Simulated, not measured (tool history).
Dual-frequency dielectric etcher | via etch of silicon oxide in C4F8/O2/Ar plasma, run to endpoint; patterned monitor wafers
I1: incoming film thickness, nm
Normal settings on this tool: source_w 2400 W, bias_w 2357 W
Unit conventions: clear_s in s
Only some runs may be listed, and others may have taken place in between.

Run 1, hour 0: usual settings but source_w 2660 W; I1 864.8. Result: clear_s 140.2 s.
Run 2, hour 25.3: usual settings; I1 857.2. Result: clear_s 144.4 s.
Run 3, hour 60.6: usual settings; I1 868.7. Result: clear_s 147.3 s.
Run 4, hour 80.6: usual settings; I1 855.8. Result: clear_s 144.3 s.
Run 5, hour 96.9: usual settings but source_w 2220 W; I1 862.3. Result: clear_s 149.2 s.
Run 6, hour 127.2: usual settings but source_w 2220 W; I1 871.1. Result: clear_s 150.1 s.
Run 7, hour 140.8: usual settings but source_w 2220 W; I1 867.2. Result: clear_s 151.8 s.
Run 8, hour 169.3: usual settings; I1 862.4. Result: clear_s 147.1 s.
Run 9, hour 201: usual settings; I1 859.2. Result: clear_s 145.6 s.
Run 10, hour 227.4: usual settings; I1 863.1. Result: clear_s 147.5 s.
Run 11, hour 248.2: usual settings; I1 853.8. Result: clear_s 143.7 s.
Run 12, hour 265.2: usual settings but source_w 2690 W, bias_w 2772 W; I1 867.1. Result: clear_s 135.8 s.
Run 13, hour 300.8: usual settings; I1 854.6. Result: clear_s 145.6 s.
Run 14, hour 324.9: usual settings; I1 858.5. Result: clear_s 148.6 s.
Run 15, hour 347: usual settings but source_w 2720 W, bias_w 2713 W; I1 862.7. Result: clear_s 137.3 s.
Run 16, hour 372.9: usual settings but source_w 1830 W, bias_w 2163 W; I1 860. Result: clear_s 165.1 s.
At hour 383.6: source power generator calibrated.
At hour 398.2: upper electrode replaced.
Run 17, hour 408.3: usual settings but source_w 1870 W, bias_w 2664 W; I1 858.7. Result: clear_s 155.6 s.
At hour 419.4: bias power generator calibrated.
Run 18, hour 431.4: usual settings but bias_w 2820 W; I1 870.4. Result: clear_s 143.6 s.
Run 19, hour 463.6: usual settings but source_w 2660 W, bias_w 2694 W; I1 864.8. Result: clear_s 139.1 s.
Run 20, hour 485: usual settings but source_w 2880 W, bias_w 2630 W; I1 864.6. Result: clear_s 136.5 s.
Run 21, hour 500.2: usual settings but source_w 2130 W, bias_w 1981 W; I1 865.4. Result: clear_s 165.9 s.
At hour 534.7: wet clean of the chamber.
Run 22, hour 535.2: usual settings; I1 865.4. Result: clear_s 142.3 s.
Run 23, hour 564.1: usual settings but source_w 1920 W, bias_w 1787 W; I1 864.9. Result: clear_s 165.2 s.
Run 24, hour 577.8: usual settings but source_w 2210 W, bias_w 2671 W; I1 871.8. Result: clear_s 141.5 s.
Run 25, hour 593.2: usual settings; I1 864.4. Result: clear_s 141.5 s.
Run 26, hour 619.8: usual settings; I1 857.9. Result: clear_s 143.6 s.
Run 27, hour 645.6: usual settings but source_w 2740 W, bias_w 2938 W; I1 863.6. Result: clear_s 128.2 s.
Run 28, hour 664.4: usual settings; I1 858.8. Result: clear_s 141.9 s.
Run 29, hour 679: usual settings; I1 866. Result: clear_s 143.6 s.
Run 30, hour 710: usual settings; I1 862.3. Result: clear_s 142.3 s.
Run 31, hour 745.8: usual settings but bias_w 2661 W; I1 861.4. Result: clear_s 139.5 s.
Run 32, hour 766: usual settings but source_w 2150 W, bias_w 2670 W; I1 860.8. Result: clear_s 143.2 s.
Run 33, hour 844.7: usual settings but source_w 2890 W; I1 862.4. Result: clear_s 137 s.
Run 34, hour 884.1: usual settings; I1 850.2. Result: clear_s 141.3 s.

Forecast each of these 5 alternatives for the next run:
Run A, hour 884.6: usual settings; I1 861. Result: clear_s ?.
Run B, hour 884.6: usual settings but source_w 1970 W, bias_w 2588 W; I1 861. Result: clear_s ?.
Run C, hour 884.6: usual settings but source_w 2010 W; I1 861. Result: clear_s ?.
Run D, hour 884.6: usual settings but source_w 1990 W; I1 861. Result: clear_s ?.
Run E, hour 884.6: usual settings but source_w 2080 W, bias_w 2005 W; I1 861. Result: clear_s ?.

run  clear_s
  A    145.1
  B    150.6
  C      154
  D    154.5
  E    159.8
What these runs would have given with no unlogged condition in the tool:
run  clear_s
  A    141.5
  B    146.9
  C    150.2
  D    150.7
  E    155.9
